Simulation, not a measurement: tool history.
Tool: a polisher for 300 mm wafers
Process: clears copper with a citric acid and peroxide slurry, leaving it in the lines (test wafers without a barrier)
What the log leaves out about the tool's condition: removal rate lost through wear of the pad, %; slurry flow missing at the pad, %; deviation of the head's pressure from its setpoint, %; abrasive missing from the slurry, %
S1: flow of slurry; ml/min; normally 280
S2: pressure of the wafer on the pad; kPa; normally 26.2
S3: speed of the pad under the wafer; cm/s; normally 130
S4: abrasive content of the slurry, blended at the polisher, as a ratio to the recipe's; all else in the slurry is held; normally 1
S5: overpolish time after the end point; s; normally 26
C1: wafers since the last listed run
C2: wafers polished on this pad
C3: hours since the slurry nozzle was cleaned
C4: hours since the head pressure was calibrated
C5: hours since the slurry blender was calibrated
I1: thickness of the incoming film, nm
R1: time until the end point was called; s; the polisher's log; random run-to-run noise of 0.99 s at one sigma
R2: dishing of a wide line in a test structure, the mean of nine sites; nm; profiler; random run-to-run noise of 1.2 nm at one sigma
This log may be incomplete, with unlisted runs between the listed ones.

{"run": 1, "hour": 0.0, "S1": 280, "S2": 28.3, "S3": 130, "S4": 1, "S5": 26, "C1": 0, "C2": 5410, "C3": 92.9, "C4": 54.8, "C5": 604.7, "I1": 306, "R1": 85.7, "R2": 53.1}
{"hour": 57.7, "done": "slurry blender recalibrated"}
{"run": 2, "hour": 75.1, "S1": 280, "S2": 28.3, "S3": 130, "S4": 1, "S5": 26, "C1": 678, "C2": 6089, "C3": 168, "C4": 129.9, "C5": 17.4, "I1": 306.5, "R1": 87.1, "R2": 52.3}
{"hour": 135.5, "done": "worn pad replaced by a new one"}
{"run": 3, "hour": 144.9, "S1": 280, "S2": 26.2, "S3": 130, "S4": 1, "S5": 35, "C1": 610, "C2": 87, "C3": 237.8, "C4": 199.7, "C5": 87.2, "I1": 303.1, "R1": 93.5, "R2": 62.2}
{"run": 4, "hour": 182.8, "S1": 280, "S2": 26.2, "S3": 130, "S4": 1, "S5": 35, "C1": 351, "C2": 439, "C3": 275.7, "C4": 237.6, "C5": 125.1, "I1": 308, "R1": 95.4, "R2": 61.5}
{"run": 5, "hour": 288.3, "S1": 280, "S2": 26.2, "S3": 130, "S4": 1, "S5": 35, "C1": 979, "C2": 1418, "C3": 381.2, "C4": 343.1, "C5": 230.6, "I1": 305.8, "R1": 89.9, "R2": 61.3}
{"run": 6, "hour": 344.9, "S1": 280, "S2": 26.2, "S3": 150, "S4": 1, "S5": 21, "C1": 525, "C2": 1944, "C3": 437.8, "C4": 399.7, "C5": 287.2, "I1": 309.2, "R1": 83.4, "R2": 47}
{"run": 7, "hour": 423.8, "S1": 280, "S2": 26.2, "S3": 130, "S4": 1, "S5": 26, "C1": 732, "C2": 2676, "C3": 516.7, "C4": 478.6, "C5": 366.1, "I1": 307.1, "R1": 91.4, "R2": 49.8}
{"run": 8, "hour": 499.1, "S1": 280, "S2": 28.3, "S3": 130, "S4": 1, "S5": 26, "C1": 699, "C2": 3375, "C3": 592, "C4": 553.9, "C5": 441.4, "I1": 308.4, "R1": 85.5, "R2": 53.3}
{"hour": 566.4, "done": "slurry nozzle cleaned"}
{"run": 9, "hour": 569.0, "S1": 365, "S2": 35.2, "S3": 92, "S4": 1.15, "S5": 26, "C1": 639, "C2": 4015, "C3": 2.6, "C4": 623.8, "C5": 511.3, "I1": 301.5, "R1": 79.7, "R2": 57.9}
{"run": 10, "hour": 659.8, "S1": 280, "S2": 26.2, "S3": 86, "S4": 1, "S5": 35, "C1": 842, "C2": 4858, "C3": 93.4, "C4": 714.6, "C5": 602.1, "I1": 307.9, "R1": 119.9, "R2": 51.8}
{"hour": 731.0, "done": "head pressure recalibrated"}
{"hour": 747.6, "done": "worn pad replaced by a new one"}
{"hour": 747.8, "done": "slurry blender recalibrated"}
{"run": 11, "hour": 748.3, "S1": 280, "S2": 26.2, "S3": 130, "S4": 1, "S5": 26, "C1": 764, "C2": 5, "C3": 181.9, "C4": 17.3, "C5": 0.5, "I1": 300.3, "R1": 91.4, "R2": 50.6}
{"run": 12, "hour": 852.1, "S1": 185, "S2": 26.2, "S3": 130, "S4": 1.1, "S5": 26, "C1": 963, "C2": 968, "C3": 285.7, "C4": 121.1, "C5": 104.3, "I1": 302.4, "R1": 90.5, "R2": 49.9}
{"run": 13, "hour": 928.7, "S1": 250, "S2": 26.2, "S3": 104, "S4": 1, "S5": 13, "C1": 711, "C2": 1679, "C3": 362.3, "C4": 197.7, "C5": 180.9, "I1": 309.5, "R1": 110.6, "R2": 25.4}
{"run": 14, "hour": 1014.7, "S1": 280, "S2": 26.2, "S3": 130, "S4": 1.1, "S5": 31, "C1": 798, "C2": 2478, "C3": 448.3, "C4": 283.7, "C5": 266.9, "I1": 303.2, "R1": 87.8, "R2": 59.5}
{"run": 15, "hour": 1071.1, "S1": 280, "S2": 17.9, "S3": 114, "S4": 1.1, "S5": 26, "C1": 523, "C2": 3001, "C3": 504.7, "C4": 340.1, "C5": 323.3, "I1": 304.3, "R1": 140.4, "R2": 36.2}
{"run": 16, "hour": 1125.1, "S1": 355, "S2": 26.2, "S3": 148, "S4": 1, "S5": 26, "C1": 501, "C2": 3502, "C3": 558.7, "C4": 394.1, "C5": 377.3, "I1": 301.4, "R1": 78.1, "R2": 55.7}
{"run": 17, "hour": 1193.4, "S1": 360, "S2": 26.2, "S3": 146, "S4": 1, "S5": 37, "C1": 634, "C2": 4136, "C3": 627, "C4": 462.4, "C5": 445.6, "I1": 308.9, "R1": 79.6, "R2": 69}
{"run": 18, "hour": 1296.2, "S1": 280, "S2": 35.2, "S3": 130, "S4": 1, "S5": 11, "C1": 954, "C2": 5091, "C3": 729.8, "C4": 565.2, "C5": 548.4, "I1": 307.9, "R1": 65.2, "R2": 34.5}
{"hour": 1352.0, "done": "slurry nozzle cleaned"}
{"run": 19, "hour": 1355.7, "S1": 280, "S2": 20, "S3": 144, "S4": 1, "S5": 26, "C1": 543, "C2": 5634, "C3": 3.7, "C4": 624.7, "C5": 607.9, "I1": 309.5, "R1": 105.6, "R2": 45}
{"run": 20, "hour": 1404.6, "S1": 195, "S2": 32.4, "S3": 130, "S4": 1, "S5": 26, "C1": 453, "C2": 6088, "C3": 52.6, "C4": 673.6, "C5": 656.8, "I1": 305.5, "R1": 72.6, "R2": 58.8}
{"hour": 1436.2, "done": "worn pad replaced by a new one"}
{"hour": 1448.0, "done": "head pressure recalibrated"}
{"run": 21, "hour": 1503.4, "S1": 360, "S2": 21.4, "S3": 130, "S4": 1.15, "S5": 26, "C1": 861, "C2": 605, "C3": 151.4, "C4": 55.4, "C5": 755.6, "I1": 303.9, "R1": 104, "R2": 46.5}
{"hour": 1522.8, "done": "slurry blender recalibrated"}
{"run": 22, "hour": 1594.7, "S1": 280, "S2": 26.2, "S3": 130, "S4": 1, "S5": 33, "C1": 828, "C2": 1434, "C3": 242.7, "C4": 146.7, "C5": 71.9, "I1": 303.6, "R1": 92.6, "R2": 60.6}
{"run": 23, "hour": 1692.2, "S1": 370, "S2": 26.2, "S3": 106, "S4": 1.1, "S5": 34, "C1": 905, "C2": 2339, "C3": 340.2, "C4": 244.2, "C5": 169.4, "I1": 307.3, "R1": 100.5, "R2": 57.3}
{"run": 24, "hour": 1790.7, "S1": 280, "S2": 26.2, "S3": 130, "S4": 1, "S5": 26, "C1": 914, "C2": 3253, "C3": 438.7, "C4": 342.7, "C5": 267.9, "I1": 304.7, "R1": 91.6, "R2": 53.1}
{"run": 25, "hour": 1835.8, "S1": 225, "S2": 33.1, "S3": 130, "S4": 1, "S5": 34, "C1": 418, "C2": 3672, "C3": 483.8, "C4": 387.8, "C5": 313, "I1": 307.3, "R1": 74.8, "R2": 71}
{"run": 26, "hour": 1924.6, "S1": 195, "S2": 19.3, "S3": 130, "S4": 1, "S5": 26, "C1": 824, "C2": 4496, "C3": 572.6, "C4": 476.6, "C5": 401.8, "I1": 304.9, "R1": 126.8, "R2": 39.4}
{"hour": 1976.9, "done": "slurry nozzle cleaned"}
{"run": 27, "hour": 2032.1, "S1": 280, "S2": 26.2, "S3": 108, "S4": 0.8, "S5": 14, "C1": 988, "C2": 5485, "C3": 55.2, "C4": 584.1, "C5": 509.3, "I1": 304.5, "R1": 108.6, "R2": 27.9}
{"run": 28, "hour": 2077.5, "S1": 225, "S2": 19.3, "S3": 130, "S4": 1.25, "S5": 33, "C1": 421, "C2": 5906, "C3": 100.6, "C4": 629.5, "C5": 554.7, "I1": 301.9, "R1": 109.4, "R2": 52}
{"hour": 2136.4, "done": "head pressure recalibrated"}
{"run": 29, "hour": 2136.9, "S1": 280, "S2": 17.9, "S3": 130, "S4": 1, "S5": 26, "C1": 532, "C2": 6439, "C3": 160, "C4": 0.5, "C5": 614.1, "I1": 307.3, "R1": 132.6, "R2": 39.1}

Each row is a separate what-if for the run after 29, all from the same tool condition, not one after another. Results?
{"run": "A", "hour": 2137.4, "S1": 280, "S2": 26.2, "S3": 130, "S4": 1, "S5": 26, "C1": 4, "C2": 6444, "C3": 160.5, "C4": 1, "C5": 614.6, "I1": 309.8, "R1": "?", "R2": "?"}
{"run": "B", "hour": 2137.4, "S1": 280, "S2": 30.3, "S3": 164, "S4": 1.2, "S5": 26, "C1": 4, "C2": 6444, "C3": 160.5, "C4": 1, "C5": 614.6, "I1": 309.8, "R1": "?", "R2": "?"}
{"run": "C", "hour": 2137.4, "S1": 280, "S2": 31, "S3": 88, "S4": 1, "S5": 39, "C1": 4, "C2": 6444, "C3": 160.5, "C4": 1, "C5": 614.6, "I1": 309.8, "R1": "?", "R2": "?"}

run=A R1=93.1 R2=52.4
run=B R1=63.2 R2=68.7
run=C R1=105.5 R2=64.4
Take away the tool's hidden state, keep each run's random variation, and the runs would have read:
run=A R1=93.8 R2=52.1
run=B R1=63.7 R2=68.4
run=C R1=106.3 R2=64

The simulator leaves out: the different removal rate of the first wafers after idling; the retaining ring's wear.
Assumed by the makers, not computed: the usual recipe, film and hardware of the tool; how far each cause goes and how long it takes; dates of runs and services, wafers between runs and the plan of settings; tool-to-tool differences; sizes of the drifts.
